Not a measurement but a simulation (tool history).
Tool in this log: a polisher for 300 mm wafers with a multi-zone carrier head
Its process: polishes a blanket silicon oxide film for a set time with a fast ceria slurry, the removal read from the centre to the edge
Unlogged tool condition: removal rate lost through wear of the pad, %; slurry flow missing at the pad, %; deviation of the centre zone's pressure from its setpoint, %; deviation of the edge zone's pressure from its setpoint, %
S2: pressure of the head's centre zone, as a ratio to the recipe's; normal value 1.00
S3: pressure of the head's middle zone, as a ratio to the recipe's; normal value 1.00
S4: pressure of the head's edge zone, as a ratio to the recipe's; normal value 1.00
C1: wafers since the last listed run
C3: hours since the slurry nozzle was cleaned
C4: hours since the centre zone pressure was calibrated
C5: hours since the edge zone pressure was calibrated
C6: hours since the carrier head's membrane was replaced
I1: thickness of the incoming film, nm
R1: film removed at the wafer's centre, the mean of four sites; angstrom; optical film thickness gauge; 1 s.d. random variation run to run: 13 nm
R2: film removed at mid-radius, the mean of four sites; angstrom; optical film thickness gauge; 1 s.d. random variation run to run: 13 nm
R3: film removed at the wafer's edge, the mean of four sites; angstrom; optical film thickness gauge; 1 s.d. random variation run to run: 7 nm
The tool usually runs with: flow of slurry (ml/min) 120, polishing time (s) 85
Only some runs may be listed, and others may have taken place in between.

run 1 day=0.000 | flow_of_slurry_(ml/min)=120 S2=1.00 S3=1.00 S4=1.03 polishing_time_(s)=85 | C1=0 wafers_polished_on_this_pad=408 C3=286.8 C4=567.6 C5=1137.1 C6=1651.1 | I1=3838.1 | R1=9989 R2=9693 R3=9985
run 2 day=0.758 | flow_of_slurry_(ml/min)=120 S2=1.00 S3=1.00 S4=1.00 polishing_time_(s)=85 | C1=128 wafers_polished_on_this_pad=536 C3=305.0 C4=585.8 C5=1155.3 C6=1669.3 | I1=3847.0 | R1=10176 R2=9774 R3=9933
-- day=0.904 slurry nozzle cleaned
run 3 day=1.312 | flow_of_slurry_(ml/min)=120 S2=1.00 S3=1.00 S4=1.00 polishing_time_(s)=85 | C1=86 wafers_polished_on_this_pad=622 C3=9.8 C4=599.1 C5=1168.6 C6=1682.6 | I1=3887.2 | R1=10035 R2=9789 R3=9822
run 4 day=2.025 | flow_of_slurry_(ml/min)=120 S2=1.00 S3=1.00 S4=1.06 polishing_time_(s)=85 | C1=120 wafers_polished_on_this_pad=743 C3=26.9 C4=616.2 C5=1185.7 C6=1699.7 | I1=3847.0 | R1=9825 R2=9763 R3=10115
-- day=2.504 worn pad replaced by a new one
run 5 day=2.750 | flow_of_slurry_(ml/min)=120 S2=1.00 S3=1.00 S4=1.06 polishing_time_(s)=85 | C1=94 wafers_polished_on_this_pad=41 C3=44.3 C4=633.6 C5=1203.1 C6=1717.1 | I1=3862.9 | R1=9787 R2=9857 R3=10168
run 6 day=3.304 | flow_of_slurry_(ml/min)=120 S2=1.00 S3=1.00 S4=1.06 polishing_time_(s)=85 | C1=93 wafers_polished_on_this_pad=135 C3=57.6 C4=646.9 C5=1216.4 C6=1730.4 | I1=3793.6 | R1=10020 R2=9699 R3=10208
run 7 day=4.183 | flow_of_slurry_(ml/min)=120 S2=1.00 S3=1.00 S4=1.00 polishing_time_(s)=75 | C1=148 wafers_polished_on_this_pad=283 C3=78.7 C4=668.0 C5=1237.5 C6=1751.5 | I1=3871.3 | R1=8854 R2=8693 R3=8859
run 8 day=5.242 | flow_of_slurry_(ml/min)=120 S2=1.00 S3=1.00 S4=1.00 polishing_time_(s)=75 | C1=178 wafers_polished_on_this_pad=462 C3=104.1 C4=693.4 C5=1262.9 C6=1776.9 | I1=3899.0 | R1=8922 R2=8653 R3=8813
run 9 day=6.346 | flow_of_slurry_(ml/min)=120 S2=1.00 S3=1.00 S4=1.00 polishing_time_(s)=75 | C1=186 wafers_polished_on_this_pad=648 C3=130.6 C4=719.9 C5=1289.4 C6=1803.4 | I1=3886.6 | R1=8723 R2=8632 R3=8790
-- day=7.421 carrier head's membrane replaced by a new one
-- day=7.554 worn pad replaced by a new one
run 10 day=7.575 | flow_of_slurry_(ml/min)=120 S2=0.89 S3=1.09 S4=1.00 polishing_time_(s)=70 | C1=150 wafers_polished_on_this_pad=3 C3=160.1 C4=749.4 C5=1318.9 C6=3.7 | I1=3776.7 | R1=7326 R2=8576 R3=8147
run 11 day=8.558 | flow_of_slurry_(ml/min)=120 S2=0.89 S3=1.00 S4=1.00 polishing_time_(s)=85 | C1=166 wafers_polished_on_this_pad=169 C3=183.7 C4=773.0 C5=1342.5 C6=27.3 | I1=3883.1 | R1=8878 R2=9805 R3=9839
run 12 day=10.033 | flow_of_slurry_(ml/min)=120 S2=1.00 S3=1.11 S4=1.05 polishing_time_(s)=73 | C1=249 wafers_polished_on_this_pad=419 C3=219.1 C4=808.4 C5=1377.9 C6=62.7 | I1=3794.2 | R1=8600 R2=9206 R3=8706
run 13 day=10.775 | flow_of_slurry_(ml/min)=120 S2=1.00 S3=1.00 S4=1.00 polishing_time_(s)=85 | C1=125 wafers_polished_on_this_pad=544 C3=236.9 C4=826.2 C5=1395.7 C6=80.5 | I1=3920.7 | R1=10160 R2=9944 R3=9773
run 14 day=11.388 | flow_of_slurry_(ml/min)=120 S2=1.00 S3=1.00 S4=1.00 polishing_time_(s)=85 | C1=103 wafers_polished_on_this_pad=647 C3=251.6 C4=840.9 C5=1410.4 C6=95.2 | I1=3876.7 | R1=9943 R2=9662 R3=9988
-- day=11.962 edge zone pressure recalibrated
run 15 day=11.983 | flow_of_slurry_(ml/min)=100 S2=1.00 S3=1.00 S4=1.00 polishing_time_(s)=75 | C1=86 wafers_polished_on_this_pad=734 C3=265.9 C4=855.2 C5=0.5 C6=109.5 | I1=3851.2 | R1=8704 R2=8368 R3=8563
-- day=12.292 centre zone pressure recalibrated
-- day=12.683 worn pad replaced by a new one
-- day=12.717 slurry nozzle cleaned
run 16 day=13.179 | flow_of_slurry_(ml/min)=95 S2=1.00 S3=1.08 S4=0.90 polishing_time_(s)=57 | C1=153 wafers_polished_on_this_pad=77 C3=11.1 C4=21.3 C5=29.2 C6=138.2 | I1=3872.4 | R1=6562 R2=6993 R3=6142
run 17 day=13.921 | flow_of_slurry_(ml/min)=100 S2=0.88 S3=1.00 S4=1.10 polishing_time_(s)=85 | C1=125 wafers_polished_on_this_pad=203 C3=28.9 C4=39.1 C5=47.0 C6=156.0 | I1=3897.3 | R1=8841 R2=9527 R3=10192
run 18 day=15.258 | flow_of_slurry_(ml/min)=120 S2=1.00 S3=1.00 S4=1.00 polishing_time_(s)=85 | C1=225 wafers_polished_on_this_pad=428 C3=61.0 C4=71.2 C5=79.1 C6=188.1 | I1=3839.2 | R1=9909 R2=9718 R3=9898
run 19 day=16.517 | flow_of_slurry_(ml/min)=145 S2=1.04 S3=1.00 S4=1.00 polishing_time_(s)=85 | C1=212 wafers_polished_on_this_pad=641 C3=91.2 C4=101.4 C5=109.3 C6=218.3 | I1=3886.7 | R1=10785 R2=10183 R3=10011
-- day=17.371 worn pad replaced by a new one
run 20 day=17.392 | flow_of_slurry_(ml/min)=120 S2=0.94 S3=1.07 S4=1.00 polishing_time_(s)=85 | C1=119 wafers_polished_on_this_pad=3 C3=112.2 C4=122.4 C5=130.3 C6=239.3 | I1=3818.5 | R1=9519 R2=10374 R3=9890
run 21 day=18.150 | flow_of_slurry_(ml/min)=85 S2=1.00 S3=1.00 S4=1.00 polishing_time_(s)=85 | C1=128 wafers_polished_on_this_pad=131 C3=130.4 C4=140.6 C5=148.5 C6=257.5 | I1=3846.1 | R1=9328 R2=9297 R3=9480
run 22 day=19.483 | flow_of_slurry_(ml/min)=160 S2=0.94 S3=1.00 S4=1.00 polishing_time_(s)=85 | C1=225 wafers_polished_on_this_pad=356 C3=162.4 C4=172.6 C5=180.5 C6=289.5 | I1=3927.9 | R1=9773 R2=10162 R3=10369

For each run, what was the tool's unlogged condition?
removal rate lost through wear of the pad, %: 0 in every run
slurry flow missing at the pad, %: 0 in every run
deviation of the centre zone's pressure from its setpoint, %: 0 in every run
deviation of the edge zone's pressure from its setpoint, %: 0 in every run

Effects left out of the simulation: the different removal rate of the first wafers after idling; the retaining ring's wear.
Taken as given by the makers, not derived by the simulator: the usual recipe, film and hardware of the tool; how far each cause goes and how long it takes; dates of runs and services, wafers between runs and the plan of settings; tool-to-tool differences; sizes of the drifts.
